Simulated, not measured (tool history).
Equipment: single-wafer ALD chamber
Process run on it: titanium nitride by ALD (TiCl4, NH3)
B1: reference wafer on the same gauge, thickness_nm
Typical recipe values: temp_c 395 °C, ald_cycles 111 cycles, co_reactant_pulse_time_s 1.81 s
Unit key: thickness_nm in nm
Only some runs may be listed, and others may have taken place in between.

{"run": 1, "hour": 0.0, "temp_c": 389, "ald_cycles": 111, "co_reactant_pulse_time_s": 1.81, "B1": 2.9, "thickness_nm": 2.464}
{"run": 2, "hour": 42.8, "temp_c": 389, "ald_cycles": 111, "co_reactant_pulse_time_s": 1.81, "B1": 2.902, "thickness_nm": 2.472}
{"run": 3, "hour": 51.1, "temp_c": 407, "ald_cycles": 111, "co_reactant_pulse_time_s": 1.81, "B1": 2.9, "thickness_nm": 2.507}
{"run": 4, "hour": 78.5, "temp_c": 395, "ald_cycles": 111, "co_reactant_pulse_time_s": 1.81, "B1": 2.9, "thickness_nm": 2.491}
{"run": 5, "hour": 91.2, "temp_c": 395, "ald_cycles": 111, "co_reactant_pulse_time_s": 1.81, "B1": 2.9, "thickness_nm": 2.494}
{"run": 6, "hour": 98.8, "temp_c": 395, "ald_cycles": 111, "co_reactant_pulse_time_s": 1.81, "B1": 2.901, "thickness_nm": 2.489}
{"run": 7, "hour": 112.1, "temp_c": 395, "ald_cycles": 111, "co_reactant_pulse_time_s": 1.49, "B1": 2.898, "thickness_nm": 2.458}
{"run": 8, "hour": 122.9, "temp_c": 395, "ald_cycles": 111, "co_reactant_pulse_time_s": 1.81, "B1": 2.901, "thickness_nm": 2.496}
{"run": 9, "hour": 133.3, "temp_c": 395, "ald_cycles": 111, "co_reactant_pulse_time_s": 1.81, "B1": 2.9, "thickness_nm": 2.488}
{"run": 10, "hour": 141.8, "temp_c": 395, "ald_cycles": 111, "co_reactant_pulse_time_s": 1.81, "B1": 2.9, "thickness_nm": 2.487}
{"run": 11, "hour": 155.5, "temp_c": 395, "ald_cycles": 111, "co_reactant_pulse_time_s": 1.81, "B1": 2.901, "thickness_nm": 2.501}
{"run": 12, "hour": 168.7, "temp_c": 395, "ald_cycles": 111, "co_reactant_pulse_time_s": 1.81, "B1": 2.9, "thickness_nm": 2.488}
{"run": 13, "hour": 180.9, "temp_c": 395, "ald_cycles": 111, "co_reactant_pulse_time_s": 1.81, "B1": 2.901, "thickness_nm": 2.489}
{"run": 14, "hour": 196.2, "temp_c": 406, "ald_cycles": 132, "co_reactant_pulse_time_s": 1.81, "B1": 2.902, "thickness_nm": 2.977}
{"run": 15, "hour": 212.4, "temp_c": 400, "ald_cycles": 104, "co_reactant_pulse_time_s": 1.81, "B1": 2.9, "thickness_nm": 2.354}
{"run": 16, "hour": 261.4, "temp_c": 408, "ald_cycles": 111, "co_reactant_pulse_time_s": 1.81, "B1": 2.898, "thickness_nm": 2.508}
{"run": 17, "hour": 301.0, "temp_c": 395, "ald_cycles": 119, "co_reactant_pulse_time_s": 2.26, "B1": 2.9, "thickness_nm": 2.7}
{"run": 18, "hour": 332.1, "temp_c": 395, "ald_cycles": 111, "co_reactant_pulse_time_s": 1.81, "B1": 2.9, "thickness_nm": 2.491}
{"run": 19, "hour": 339.8, "temp_c": 405, "ald_cycles": 102, "co_reactant_pulse_time_s": 2.1, "B1": 2.899, "thickness_nm": 2.304}
{"run": 20, "hour": 349.2, "temp_c": 395, "ald_cycles": 111, "co_reactant_pulse_time_s": 2.31, "B1": 2.899, "thickness_nm": 2.501}
{"run": 21, "hour": 362.5, "temp_c": 386, "ald_cycles": 111, "co_reactant_pulse_time_s": 2.31, "B1": 2.9, "thickness_nm": 2.48}
{"run": 22, "hour": 371.5, "temp_c": 395, "ald_cycles": 111, "co_reactant_pulse_time_s": 1.81, "B1": 2.9, "thickness_nm": 2.486}
{"run": 23, "hour": 417.3, "temp_c": 388, "ald_cycles": 111, "co_reactant_pulse_time_s": 1.18, "B1": 2.898, "thickness_nm": 2.442}
{"run": 24, "hour": 423.6, "temp_c": 388, "ald_cycles": 133, "co_reactant_pulse_time_s": 2.03, "B1": 2.901, "thickness_nm": 2.976}
{"run": 25, "hour": 436.8, "temp_c": 383, "ald_cycles": 132, "co_reactant_pulse_time_s": 2.07, "B1": 2.9, "thickness_nm": 2.926}
{"run": 26, "hour": 447.5, "temp_c": 406, "ald_cycles": 111, "co_reactant_pulse_time_s": 2.31, "B1": 2.899, "thickness_nm": 2.521}
{"run": 27, "hour": 456.0, "temp_c": 403, "ald_cycles": 100, "co_reactant_pulse_time_s": 1.54, "B1": 2.899, "thickness_nm": 2.257}

Missing from the log above: 3 entries noted between runs. For each, name the pair of listed runs it sits between and say how the tool's hidden condition differs from the listed run just before to the listed run just after:
Between runs 14 and 15: gauge calibrated (hour 203.2)
  the hidden state is the same at both runs
Between runs 16 and 17: thermocouple changed; heater temperature recalibrated (hour 292.4)
  the hidden state is the same at both runs
Between runs 17 and 18: showerhead replaced (hour 322.2)
  the hidden state is the same at both runs
